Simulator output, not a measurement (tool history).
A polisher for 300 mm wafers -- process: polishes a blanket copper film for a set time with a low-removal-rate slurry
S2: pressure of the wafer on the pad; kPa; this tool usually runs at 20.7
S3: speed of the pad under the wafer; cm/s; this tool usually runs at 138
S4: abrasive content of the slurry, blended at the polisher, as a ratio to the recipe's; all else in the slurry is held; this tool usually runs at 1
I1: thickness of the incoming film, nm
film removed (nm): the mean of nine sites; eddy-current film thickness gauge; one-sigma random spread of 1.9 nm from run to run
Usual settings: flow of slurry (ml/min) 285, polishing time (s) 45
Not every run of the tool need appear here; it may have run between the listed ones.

Run 1, hour 0: usual settings; I1 1314.9. Result: film removed (nm) 171.5.
At hour 53.3: slurry blender recalibrated.
Run 2, hour 56.7: usual settings; I1 1293.7. Result: film removed (nm) 174.9.
At hour 161.7: worn pad replaced by a new one.
At hour 228.7: slurry nozzle cleaned.
Run 3, hour 243.1: usual settings but S3 176 cm/s; I1 1307.9. Result: film removed (nm) 216.8.
Run 4, hour 275.1: usual settings but S3 176 cm/s; I1 1323.8. Result: film removed (nm) 219.6.
Run 5, hour 301.5: usual settings but S3 176 cm/s; I1 1284.3. Result: film removed (nm) 217.6.
Run 6, hour 328.3: usual settings; I1 1273. Result: film removed (nm) 172.3.
Run 7, hour 359.2: usual settings; I1 1292.6. Result: film removed (nm) 174.7.
Run 8, hour 390.1: usual settings; I1 1314.4. Result: film removed (nm) 170.9.
Run 9, hour 421.7: usual settings but flow of slurry (ml/min) 255, S3 150 cm/s, S4 1.2, polishing time (s) 49; I1 1297.2. Result: film removed (nm) 203.
Run 10, hour 460.7: usual settings; I1 1279.2. Result: film removed (nm) 167.3.
Run 11, hour 486.9: usual settings but flow of slurry (ml/min) 195, S2 25.5 kPa, S3 100 cm/s; I1 1295.7. Result: film removed (nm) 150.3.
Run 12, hour 511.4: usual settings; I1 1277.4. Result: film removed (nm) 168.1.
At hour 540.5: slurry blender recalibrated.
Run 13, hour 579.6: usual settings but flow of slurry (ml/min) 200, S3 156 cm/s, S4 0.85; I1 1287.3. Result: film removed (nm) 182.2.
At hour 611.5: worn pad replaced by a new one.
Run 14, hour 641.5: usual settings but S2 22.8 kPa, S4 1.1; I1 1280.8. Result: film removed (nm) 199.4.
Run 15, hour 677.9: usual settings but polishing time (s) 37; I1 1295.2. Result: film removed (nm) 144.6.
Run 16, hour 706.4: usual settings; I1 1309.9. Result: film removed (nm) 175.9.
Run 17, hour 741.7: usual settings but flow of slurry (ml/min) 250, S3 114 cm/s, S4 0.85; I1 1305.7. Result: film removed (nm) 142.1.
Run 18, hour 767.4: usual settings but polishing time (s) 56; I1 1313.1. Result: film removed (nm) 217.3.
Run 19, hour 836.3: usual settings but flow of slurry (ml/min) 380, S2 18.6 kPa, S3 176 cm/s, polishing time (s) 59; I1 1285.3. Result: film removed (nm) 259.2.
Run 20, hour 906.7: usual settings but flow of slurry (ml/min) 245; I1 1322.2. Result: film removed (nm) 168.6.
At hour 939.9: slurry nozzle cleaned.
Run 21, hour 1005.5: usual settings but flow of slurry (ml/min) 375, S3 100 cm/s, S4 1.15, polishing time (s) 39; I1 1299.8. Result: film removed (nm) 113.7.

What does the tool deliver on the next run?
At hour 1024.7: slurry blender recalibrated.
Run 22, hour 1037.1: usual settings; I1 1303.3. Result: film removed (nm) ?.

Run 22 produced film removed (nm) 176.
Minus the tool's unlogged condition, the same run would have read film removed (nm) 176.2.

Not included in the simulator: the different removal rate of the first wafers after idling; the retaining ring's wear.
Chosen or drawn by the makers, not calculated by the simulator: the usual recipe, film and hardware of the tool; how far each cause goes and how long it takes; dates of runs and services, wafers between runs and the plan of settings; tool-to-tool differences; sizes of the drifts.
